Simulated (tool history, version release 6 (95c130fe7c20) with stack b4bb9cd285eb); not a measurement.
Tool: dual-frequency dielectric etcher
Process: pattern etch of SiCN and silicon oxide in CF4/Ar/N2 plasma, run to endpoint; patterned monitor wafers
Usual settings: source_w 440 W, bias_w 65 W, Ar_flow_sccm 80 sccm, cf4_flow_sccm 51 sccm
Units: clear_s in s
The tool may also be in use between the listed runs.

| run | hour | source_w | bias_w | Ar_flow_sccm | cf4_flow_sccm | wafers since the last listed run | hours since the last wet clean | hours since the last source power generator calibration | hours since the last bias power generator calibration | hours since the last Ar flow controller change | hours since the last CF4 flow controller change | hours since the last upper electrode change | incoming incoming film thickness, nm | clear_s |
|---|---|---|---|---|---|---|---|---|---|---|---|---|---|---|
| 1 | 0 | 490 | 69 | 80 | 51 | 0 | 300.4 | 3442.9 | 296.2 | 5305.5 | 173.3 | 0.5 | 11.5 | 12.6 |
| 2 | 16.8 | 390 | 65 | 87 | 63 | 366 | 317.2 | 3459.7 | 313 | 5322.3 | 190.1 | 17.3 | 11.66 | 14.8 |
| 3 | 33.5 | 440 | 65 | 80 | 51 | 364 | 333.9 | 3476.4 | 329.7 | 5339 | 206.8 | 34 | 11.58 | 13.9 |
| 4 | 51.4 | 440 | 65 | 80 | 51 | 390 | 351.8 | 3494.3 | 347.6 | 5356.9 | 224.7 | 51.9 | 11.63 | 14.1 |
| 5 | 64.5 | 490 | 54 | 80 | 51 | 285 | 364.9 | 3507.4 | 360.7 | 5370 | 237.8 | 65 | 11.56 | 14 |
| 6 | 81.6 | 360 | 65 | 68 | 51 | 373 | 382 | 3524.5 | 377.8 | 5387.1 | 254.9 | 82.1 | 11.54 | 15.7 |
| 7 | 104.3 | 380 | 73 | 67 | 57 | 495 | 404.7 | 3547.2 | 400.5 | 5409.8 | 277.6 | 104.8 | 11.61 | 14.2 |
|  | 144 | wet clean of the chamber |
|  | 147.5 | source power generator calibrated |
| 8 | 148 | 440 | 65 | 80 | 51 | 355 | 4 | 0.5 | 444.2 | 5453.5 | 321.3 | 148.5 | 11.55 | 14.1 |
| 9 | 152.4 | 440 | 65 | 80 | 51 | 96 | 8.4 | 4.9 | 448.6 | 5457.9 | 325.7 | 152.9 | 11.61 | 14.3 |
|  | 163.9 | Ar flow controller replaced |
| 10 | 179.2 | 550 | 65 | 80 | 51 | 454 | 35.2 | 31.7 | 475.4 | 15.3 | 352.5 | 179.7 | 11.61 | 11.9 |
| 11 | 207.5 | 520 | 65 | 80 | 51 | 617 | 63.5 | 60 | 503.7 | 43.6 | 380.8 | 208 | 11.57 | 12.5 |
| 12 | 242.8 | 440 | 65 | 80 | 51 | 770 | 98.8 | 95.3 | 539 | 78.9 | 416.1 | 243.3 | 11.55 | 14 |
| 13 | 261.7 | 390 | 61 | 62 | 46 | 412 | 117.7 | 114.2 | 557.9 | 97.8 | 435 | 262.2 | 11.7 | 15.8 |
| 14 | 288.6 | 440 | 71 | 89 | 51 | 587 | 144.6 | 141.1 | 584.8 | 124.7 | 461.9 | 289.1 | 11.41 | 13.6 |
| 15 | 319.9 | 540 | 78 | 87 | 40 | 683 | 175.9 | 172.4 | 616.1 | 156 | 493.2 | 320.4 | 11.57 | 12 |
| 16 | 349.3 | 440 | 79 | 80 | 51 | 641 | 205.3 | 201.8 | 645.5 | 185.4 | 522.6 | 349.8 | 11.7 | 13 |
| 17 | 369.3 | 440 | 65 | 80 | 51 | 436 | 225.3 | 221.8 | 665.5 | 205.4 | 542.6 | 369.8 | 11.6 | 14 |
| 18 | 403.5 | 440 | 65 | 80 | 51 | 746 | 259.5 | 256 | 699.7 | 239.6 | 576.8 | 404 | 11.65 | 14.2 |
| 19 | 430.3 | 440 | 65 | 87 | 44 | 585 | 286.3 | 282.8 | 726.5 | 266.4 | 603.6 | 430.8 | 11.49 | 14.6 |
| 20 | 446.3 | 440 | 65 | 80 | 51 | 349 | 302.3 | 298.8 | 742.5 | 282.4 | 619.6 | 446.8 | 11.65 | 14.1 |
| 21 | 462.5 | 440 | 65 | 80 | 51 | 353 | 318.5 | 315 | 758.7 | 298.6 | 635.8 | 463 | 11.59 | 14 |
| 22 | 479 | 440 | 65 | 80 | 51 | 360 | 335 | 331.5 | 775.2 | 315.1 | 652.3 | 479.5 | 11.65 | 14 |
| 23 | 496.5 | 350 | 60 | 80 | 46 | 382 | 352.5 | 349 | 792.7 | 332.6 | 669.8 | 497 | 11.81 | 17.9 |
| 24 | 522.2 | 440 | 65 | 80 | 60 | 561 | 378.2 | 374.7 | 818.4 | 358.3 | 695.5 | 522.7 | 11.59 | 13.5 |
| 25 | 556.5 | 440 | 72 | 94 | 51 | 748 | 412.5 | 409 | 852.7 | 392.6 | 729.8 | 557 | 11.61 | 13.7 |

3 ways to go on from here, each from the tool as it stands after run 25. What would each give?
| A | 556.9 | 440 | 65 | 80 | 51 | 8 | 412.9 | 409.4 | 853.1 | 393 | 730.2 | 557.4 | 11.69 | ? |
| B | 556.9 | 370 | 65 | 80 | 42 | 8 | 412.9 | 409.4 | 853.1 | 393 | 730.2 | 557.4 | 11.69 | ? |
| C | 556.9 | 350 | 65 | 80 | 51 | 8 | 412.9 | 409.4 | 853.1 | 393 | 730.2 | 557.4 | 11.69 | ? |

| run | clear_s |
|---|---|
| A | 14 |
| B | 16.7 |
| C | 16.5 |
Without the tool's hidden state the same runs would have given:
| run | clear_s |
|---|---|
| A | 14.2 |
| B | 16.9 |
| C | 16.7 |
